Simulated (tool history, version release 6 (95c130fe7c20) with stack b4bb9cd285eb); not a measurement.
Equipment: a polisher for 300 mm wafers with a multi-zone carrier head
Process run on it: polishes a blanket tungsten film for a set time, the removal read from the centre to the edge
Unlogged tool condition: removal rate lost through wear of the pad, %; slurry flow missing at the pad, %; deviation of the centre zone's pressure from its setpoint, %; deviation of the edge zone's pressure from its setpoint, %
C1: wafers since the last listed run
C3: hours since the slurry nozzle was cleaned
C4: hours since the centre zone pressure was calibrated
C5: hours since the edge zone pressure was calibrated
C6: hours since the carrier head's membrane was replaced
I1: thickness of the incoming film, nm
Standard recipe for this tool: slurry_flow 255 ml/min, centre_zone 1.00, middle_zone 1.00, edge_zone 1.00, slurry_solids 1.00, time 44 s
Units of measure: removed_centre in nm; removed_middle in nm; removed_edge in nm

Run 1, hour 0.0: usual settings; C1 0; wafers polished on this pad 1548; C3 492.1; C4 80.8; C5 537.2; C6 1622.9; I1 1322.0. Result: removed_centre 129.8 nm, removed_middle 134.8 nm, removed_edge 140.1 nm.
At hour 14.0: worn pad replaced by a new one.
Run 2, hour 27.0: usual settings; C1 178; wafers polished on this pad 101; C3 519.1; C4 107.8; C5 564.2; C6 1649.9; I1 1322.2. Result: removed_centre 131.9 nm, removed_middle 136.2 nm, removed_edge 141.3 nm.
Run 3, hour 52.9: usual settings; C1 201; wafers polished on this pad 302; C3 545.0; C4 133.7; C5 590.1; C6 1675.8; I1 1322.8. Result: removed_centre 131.7 nm, removed_middle 134.0 nm, removed_edge 141.1 nm.
Run 4, hour 80.5: usual settings but slurry_flow 305 ml/min, centre_zone 1.05, middle_zone 1.07; C1 214; wafers polished on this pad 517; C3 572.6; C4 161.3; C5 617.7; C6 1703.4; I1 1327.5. Result: removed_centre 142.4 nm, removed_middle 148.2 nm, removed_edge 147.8 nm.
Run 5, hour 107.6: usual settings; C1 210; wafers polished on this pad 728; C3 599.7; C4 188.4; C5 644.8; C6 1730.5; I1 1315.3. Result: removed_centre 131.8 nm, removed_middle 135.7 nm, removed_edge 145.3 nm.
Run 6, hour 132.8: usual settings; C1 196; wafers polished on this pad 924; C3 624.9; C4 213.6; C5 670.0; C6 1755.7; I1 1327.2. Result: removed_centre 130.2 nm, removed_middle 138.4 nm, removed_edge 141.0 nm.
At hour 155.2: carrier head's membrane replaced by a new one.
Run 7, hour 156.4: usual settings; C1 144; wafers polished on this pad 1069; C3 648.5; C4 237.2; C5 693.6; C6 1.2; I1 1326.4. Result: removed_centre 131.2 nm, removed_middle 136.7 nm, removed_edge 142.0 nm.
Run 8, hour 178.7: usual settings but centre_zone 1.07, edge_zone 1.11, time 38 s; C1 173; wafers polished on this pad 1242; C3 670.8; C4 259.5; C5 715.9; C6 23.5; I1 1319.8. Result: removed_centre 121.2 nm, removed_middle 118.9 nm, removed_edge 128.3 nm.
At hour 201.9: worn pad replaced by a new one.
Run 9, hour 205.0: usual settings but centre_zone 0.93, time 40 s; C1 173; wafers polished on this pad 24; C3 697.1; C4 285.8; C5 742.2; C6 49.8; I1 1303.1. Result: removed_centre 113.1 nm, removed_middle 126.8 nm, removed_edge 132.2 nm.
Run 10, hour 221.8: usual settings but slurry_flow 210 ml/min; C1 130; wafers polished on this pad 155; C3 713.9; C4 302.6; C5 759.0; C6 66.6; I1 1317.7. Result: removed_centre 128.6 nm, removed_middle 136.4 nm, removed_edge 140.7 nm.
At hour 249.1: slurry nozzle cleaned.
Run 11, hour 257.4: usual settings but slurry_flow 295 ml/min, middle_zone 1.07; C1 269; wafers polished on this pad 424; C3 8.3; C4 338.2; C5 794.6; C6 102.2; I1 1316.9. Result: removed_centre 129.8 nm, removed_middle 146.3 nm, removed_edge 139.9 nm.
Run 12, hour 270.6: usual settings; C1 102; wafers polished on this pad 527; C3 21.5; C4 351.4; C5 807.8; C6 115.4; I1 1320.5. Result: removed_centre 131.6 nm, removed_middle 137.2 nm, removed_edge 142.3 nm.
At hour 281.5: edge zone pressure recalibrated.
Run 13, hour 288.3: usual settings but edge_zone 0.89, slurry_solids 0.80, time 37 s; C1 122; wafers polished on this pad 649; C3 39.2; C4 369.1; C5 6.8; C6 133.1; I1 1302.4. Result: removed_centre 103.9 nm, removed_middle 108.4 nm, removed_edge 109.6 nm.
Run 14, hour 317.0: usual settings but middle_zone 1.10, time 34 s; C1 223; wafers polished on this pad 872; C3 67.9; C4 397.8; C5 35.5; C6 161.8; I1 1304.0. Result: removed_centre 99.0 nm, removed_middle 114.0 nm, removed_edge 108.0 nm.
Run 15, hour 348.9: usual settings but slurry_flow 320 ml/min; C1 248; wafers polished on this pad 1120; C3 99.8; C4 429.7; C5 67.4; C6 193.7; I1 1319.1. Result: removed_centre 128.3 nm, removed_middle 139.7 nm, removed_edge 142.7 nm.
Run 16, hour 368.9: usual settings but slurry_solids 0.75; C1 155; wafers polished on this pad 1276; C3 119.8; C4 449.7; C5 87.4; C6 213.7; I1 1302.4. Result: removed_centre 117.3 nm, removed_middle 127.9 nm, removed_edge 133.0 nm.
At hour 396.9: worn pad replaced by a new one.
Run 17, hour 397.4: usual settings but edge_zone 1.09, slurry_solids 0.80, time 58 s; C1 190; wafers polished on this pad 4; C3 148.3; C4 478.2; C5 115.9; C6 242.2; I1 1322.4. Result: removed_centre 157.0 nm, removed_middle 169.5 nm, removed_edge 184.6 nm.
Run 18, hour 428.3: usual settings but slurry_solids 1.10, time 37 s; C1 240; wafers polished on this pad 244; C3 179.2; C4 509.1; C5 146.8; C6 273.1; I1 1327.2. Result: removed_centre 111.1 nm, removed_middle 116.2 nm, removed_edge 124.7 nm.
Run 19, hour 462.1: usual settings but slurry_flow 215 ml/min, time 53 s; C1 262; wafers polished on this pad 507; C3 213.0; C4 542.9; C5 180.6; C6 306.9; I1 1339.2. Result: removed_centre 149.9 nm, removed_middle 160.1 nm, removed_edge 169.2 nm.
Run 20, hour 496.6: usual settings; C1 268; wafers polished on this pad 775; C3 247.5; C4 577.4; C5 215.1; C6 341.4; I1 1306.8. Result: removed_centre 127.1 nm, removed_middle 136.4 nm, removed_edge 141.8 nm.
Run 21, hour 518.9: usual settings but slurry_flow 190 ml/min, centre_zone 1.10, middle_zone 1.09, edge_zone 1.05; C1 173; wafers polished on this pad 949; C3 269.8; C4 599.7; C5 237.4; C6 363.7; I1 1313.5. Result: removed_centre 132.4 nm, removed_middle 145.1 nm, removed_edge 143.7 nm.
Run 22, hour 552.1: usual settings but centre_zone 1.12; C1 258; wafers polished on this pad 1207; C3 303.0; C4 632.9; C5 270.6; C6 396.9; I1 1298.6. Result: removed_centre 141.2 nm, removed_middle 137.3 nm, removed_edge 144.9 nm.

Alternative continuations, all from the tool just after run 22; predict every row:
Run A, hour 552.5: usual settings; C1 3; wafers polished on this pad 1210; C3 303.4; C4 633.3; C5 271.0; C6 397.3; I1 1314.0. Result: removed_centre ?, removed_middle ?, removed_edge ?.
Run B, hour 552.5: usual settings but centre_zone 0.88, time 30 s; C1 3; wafers polished on this pad 1210; C3 303.4; C4 633.3; C5 271.0; C6 397.3; I1 1314.0. Result: removed_centre ?, removed_middle ?, removed_edge ?.
Run C, hour 552.5: usual settings but centre_zone 1.11; C1 3; wafers polished on this pad 1210; C3 303.4; C4 633.3; C5 271.0; C6 397.3; I1 1314.0. Result: removed_centre ?, removed_middle ?, removed_edge ?.

run  removed_centre  removed_middle  removed_edge
  A           124.8           137.8         140.6
  B            74.8            94.0          95.8
  C           138.7           137.7         140.6
Without the tool's hidden state the same runs would have given:
run  removed_centre  removed_middle  removed_edge
  A           132.0           137.8         140.6
  B            79.1            94.0          95.8
  C           146.7           137.7         140.6
